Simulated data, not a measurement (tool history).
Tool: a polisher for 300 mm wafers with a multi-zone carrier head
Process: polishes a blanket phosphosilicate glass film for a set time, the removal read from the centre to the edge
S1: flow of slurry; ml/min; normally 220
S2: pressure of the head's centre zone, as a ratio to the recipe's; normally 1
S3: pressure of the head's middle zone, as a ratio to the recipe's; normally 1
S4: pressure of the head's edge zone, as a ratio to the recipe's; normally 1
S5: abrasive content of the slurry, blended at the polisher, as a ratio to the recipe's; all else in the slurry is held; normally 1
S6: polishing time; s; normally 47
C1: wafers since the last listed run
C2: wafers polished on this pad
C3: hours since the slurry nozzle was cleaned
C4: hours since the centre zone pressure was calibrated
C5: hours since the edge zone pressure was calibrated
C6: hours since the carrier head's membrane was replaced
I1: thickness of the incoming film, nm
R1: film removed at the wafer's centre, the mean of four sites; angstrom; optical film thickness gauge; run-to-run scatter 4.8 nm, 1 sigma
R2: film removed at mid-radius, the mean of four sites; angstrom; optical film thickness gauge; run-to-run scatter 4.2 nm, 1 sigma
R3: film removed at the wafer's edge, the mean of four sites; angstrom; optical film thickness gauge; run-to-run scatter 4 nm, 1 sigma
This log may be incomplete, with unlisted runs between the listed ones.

run 1 hour=0 | S1=220 S2=1 S3=1 S4=1 S5=1 S6=47 | C1=0 C2=309 C3=122.4 C4=439.7 C5=713 C6=217.7 | I1=2845.3 | R1=3446 R2=3470 R3=3451
run 2 hour=66.4 | S1=220 S2=1 S3=1 S4=1 S5=1 S6=47 | C1=1052 C2=1361 C3=188.8 C4=506.1 C5=779.4 C6=284.1 | I1=2874 | R1=3368 R2=3398 R3=3320
run 3 hour=114.7 | S1=220 S2=1 S3=1 S4=1 S5=1 S6=47 | C1=765 C2=2126 C3=237.1 C4=554.4 C5=827.7 C6=332.4 | I1=2823 | R1=3446 R2=3450 R3=3315
run 4 hour=158.8 | S1=220 S2=1 S3=1 S4=1 S5=1 S6=47 | C1=698 C2=2825 C3=281.2 C4=598.5 C5=871.8 C6=376.5 | I1=2817 | R1=3391 R2=3372 R3=3323
-- hour=179 worn pad replaced by a new one
run 5 hour=201.2 | S1=220 S2=1 S3=1 S4=1 S5=1 S6=47 | C1=608 C2=352 C3=323.6 C4=640.9 C5=914.2 C6=418.9 | I1=2802.7 | R1=3399 R2=3457 R3=3366
run 6 hour=241.3 | S1=220 S2=1 S3=1 S4=1 S5=1 S6=47 | C1=635 C2=987 C3=363.7 C4=681 C5=954.3 C6=459 | I1=2840.2 | R1=3334 R2=3374 R3=3340
run 7 hour=310.9 | S1=220 S2=1 S3=1 S4=1 S5=1 S6=47 | C1=1102 C2=2090 C3=433.3 C4=750.6 C5=1023.9 C6=528.6 | I1=2797.4 | R1=3432 R2=3340 R3=3278
-- hour=369.6 worn pad replaced by a new one
run 8 hour=407.4 | S1=220 S2=1 S3=1 S4=1.1 S5=0.75 S6=47 | C1=1465 C2=598 C3=529.8 C4=847.1 C5=1120.4 C6=625.1 | I1=2842.8 | R1=2683 R2=2650 R3=2805
-- hour=526.2 edge zone pressure recalibrated
-- hour=530 carrier head's membrane replaced by a new one
-- hour=549.7 slurry nozzle cleaned
-- hour=575.7 worn pad replaced by a new one
run 9 hour=646 | S1=220 S2=1 S3=1 S4=1.05 S5=1 S6=47 | C1=3609 C2=1113 C3=96.3 C4=1085.7 C5=119.8 C6=116 | I1=2819.7 | R1=3532 R2=3445 R3=3456
-- hour=658.5 centre zone pressure recalibrated
run 10 hour=746.7 | S1=280 S2=1.09 S3=1 S4=1.03 S5=1 S6=47 | C1=1563 C2=2677 C3=197 C4=88.2 C5=220.5 C6=216.7 | I1=2799.2 | R1=3853 R2=3586 R3=3467
-- hour=782.6 worn pad replaced by a new one
run 11 hour=845.8 | S1=220 S2=1 S3=1 S4=1 S5=1 S6=47 | C1=1506 C2=1001 C3=296.1 C4=187.3 C5=319.6 C6=315.8 | I1=2822.9 | R1=3424 R2=3449 R3=3398
run 12 hour=918.3 | S1=280 S2=1.09 S3=1 S4=1.03 S5=1 S6=47 | C1=1148 C2=2149 C3=368.6 C4=259.8 C5=392.1 C6=388.3 | I1=2844.7 | R1=3836 R2=3587 R3=3538
-- hour=998.2 worn pad replaced by a new one
run 13 hour=1016.2 | S1=220 S2=1 S3=1 S4=1.07 S5=1 S6=56 | C1=1487 C2=285 C3=466.5 C4=357.7 C5=490 C6=486.2 | I1=2860.6 | R1=4150 R2=4019 R3=4093
run 14 hour=1054.8 | S1=220 S2=1 S3=1 S4=1 S5=1 S6=47 | C1=611 C2=897 C3=505.1 C4=396.3 C5=528.6 C6=524.8 | I1=2882.8 | R1=3378 R2=3308 R3=3285

Here are 5 independent what-if runs from the current tool condition. What would each one return?
run A hour=1055.2 | S1=220 S2=1 S3=1 S4=1 S5=1 S6=47 | C1=6 C2=903 C3=505.5 C4=396.7 C5=529 C6=525.2 | I1=2835.9 | R1=? R2=? R3=?
run B hour=1055.2 | S1=220 S2=1 S3=1 S4=0.93 S5=1 S6=47 | C1=6 C2=903 C3=505.5 C4=396.7 C5=529 C6=525.2 | I1=2835.9 | R1=? R2=? R3=?
run C hour=1055.2 | S1=160 S2=1 S3=0.9 S4=1 S5=0.8 S6=47 | C1=6 C2=903 C3=505.5 C4=396.7 C5=529 C6=525.2 | I1=2835.9 | R1=? R2=? R3=?
run D hour=1055.2 | S1=150 S2=0.92 S3=0.96 S4=1 S5=1 S6=47 | C1=6 C2=903 C3=505.5 C4=396.7 C5=529 C6=525.2 | I1=2835.9 | R1=? R2=? R3=?
run E hour=1055.2 | S1=220 S2=1 S3=1 S4=0.97 S5=1 S6=47 | C1=6 C2=903 C3=505.5 C4=396.7 C5=529 C6=525.2 | I1=2835.9 | R1=? R2=? R3=?

run=A R1=3405 R2=3425 R3=3350
run=B R1=3405 R2=3425 R3=3243
run=C R1=2680 R2=2492 R3=2720
run=D R1=2877 R2=3028 R3=3146
run=E R1=3405 R2=3425 R3=3304
Stripped of hidden state, with their random variation kept, the same runs would have yielded:
run=A R1=3543 R2=3549 R3=3439
run=B R1=3543 R2=3549 R3=3330
run=C R1=2836 R2=2620 R3=2819
run=D R1=3058 R2=3196 R3=3267
run=E R1=3543 R2=3549 R3=3392
